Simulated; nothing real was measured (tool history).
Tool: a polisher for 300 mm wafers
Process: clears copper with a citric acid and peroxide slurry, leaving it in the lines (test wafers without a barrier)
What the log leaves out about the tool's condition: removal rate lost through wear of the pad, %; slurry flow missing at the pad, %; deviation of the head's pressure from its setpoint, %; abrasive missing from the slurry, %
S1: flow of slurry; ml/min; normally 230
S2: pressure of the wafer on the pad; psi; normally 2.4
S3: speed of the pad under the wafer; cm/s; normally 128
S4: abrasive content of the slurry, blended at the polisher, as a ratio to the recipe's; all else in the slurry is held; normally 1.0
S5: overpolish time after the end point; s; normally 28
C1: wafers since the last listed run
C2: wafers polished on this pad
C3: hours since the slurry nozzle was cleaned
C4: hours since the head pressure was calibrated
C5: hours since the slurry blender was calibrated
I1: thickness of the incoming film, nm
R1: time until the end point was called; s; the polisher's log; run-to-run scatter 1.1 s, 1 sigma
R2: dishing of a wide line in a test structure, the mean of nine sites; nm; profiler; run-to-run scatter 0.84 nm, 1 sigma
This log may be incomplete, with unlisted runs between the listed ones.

run	hour	S1	S2	S3	S4	S5	C1	C2	C3	C4	C5	I1	R1	R2
1	0.0	230	2.4	128	1.0	28	0	1028	260.9	1228.8	233.9	200.2	86.9	41.2
2	10.5	230	2.4	128	1.0	28	80	1108	271.4	1239.3	244.4	202.1	88.7	39.1
3	18.2	230	2.4	110	1.0	28	58	1167	279.1	1247.0	252.1	200.9	105.7	36.7
# hour 28.6: worn pad replaced by a new one
4	35.2	230	2.4	128	1.0	28	99	50	296.1	1264.0	269.1	199.0	83.6	42.8
5	50.1	230	2.4	128	1.0	28	113	164	311.0	1278.9	284.0	199.5	82.8	42.9
6	59.3	230	2.4	118	1.0	28	70	234	320.2	1288.1	293.2	198.8	88.5	39.8
7	67.0	230	2.4	118	1.0	28	58	293	327.9	1295.8	300.9	202.1	89.9	39.9
8	78.9	230	2.4	128	1.0	28	90	384	339.8	1307.7	312.8	199.5	84.0	43.1
9	95.3	230	2.4	128	1.0	28	125	509	356.2	1324.1	329.2	200.0	84.6	41.7
10	111.7	170	2.4	156	1.0	28	125	634	372.6	1340.5	345.6	204.4	78.0	46.2
# hour 120.6: head pressure recalibrated
11	126.0	170	2.4	156	1.0	28	93	728	386.9	5.4	359.9	199.8	75.1	45.2
# hour 134.2: slurry nozzle cleaned
12	137.6	230	2.4	128	1.0	28	80	809	3.4	17.0	371.5	202.0	90.2	39.8
13	147.6	230	2.4	128	1.0	18	76	885	13.4	27.0	381.5	196.6	87.4	27.9
14	159.7	230	2.1	116	1.0	28	92	978	25.5	39.1	393.6	198.6	111.0	33.5
# hour 173.5: worn pad replaced by a new one, of another model than before
15	174.0	230	2.4	128	1.0	28	78	4	39.8	53.4	407.9	199.5	80.5	43.4
16	177.9	255	2.0	128	1.0	28	29	33	43.7	57.3	411.8	199.3	89.7	40.4
# hour 187.4: slurry blender recalibrated
17	191.4	230	2.4	110	1.0	28	87	121	57.2	70.8	4.0	201.1	90.1	40.0
18	206.9	255	2.9	128	1.0	28	118	240	72.7	86.3	19.5	200.8	73.6	48.9
19	215.5	230	2.4	128	0.9	28	65	305	81.3	94.9	28.1	200.0	83.9	40.9
20	232.0	285	2.4	128	0.8	28	126	431	97.8	111.4	44.6	202.3	89.8	40.5
21	246.4	200	2.4	102	1.0	28	109	541	112.2	125.8	59.0	200.5	100.0	35.9
22	258.1	230	2.4	148	1.0	36	89	631	123.9	137.5	70.7	196.3	77.8	51.8
23	267.0	230	1.9	128	1.2	28	67	699	132.8	146.4	79.6	202.5	99.0	38.6
24	273.8	255	2.9	128	1.0	28	51	751	139.6	153.2	86.4	198.5	76.4	45.7

Each row is a separate what-if for the run after 24, all from the same tool condition, not one after another. Results?
A	274.3	230	2.4	168	1.0	28	3	754	140.1	153.7	86.9	202.7	?	?
B	274.3	230	1.8	98	1.0	28	3	754	140.1	153.7	86.9	202.7	?	?
C	274.3	230	2.4	98	1.0	28	3	754	140.1	153.7	86.9	202.7	?	?

run	R1	R2
A	74.1	47.1
B	120.4	31.7
C	101.7	36.9
What these runs would have given with no unlogged condition in the tool:
run	R1	R2
A	67.8	50.3
B	110.1	34.1
C	93.1	39.6

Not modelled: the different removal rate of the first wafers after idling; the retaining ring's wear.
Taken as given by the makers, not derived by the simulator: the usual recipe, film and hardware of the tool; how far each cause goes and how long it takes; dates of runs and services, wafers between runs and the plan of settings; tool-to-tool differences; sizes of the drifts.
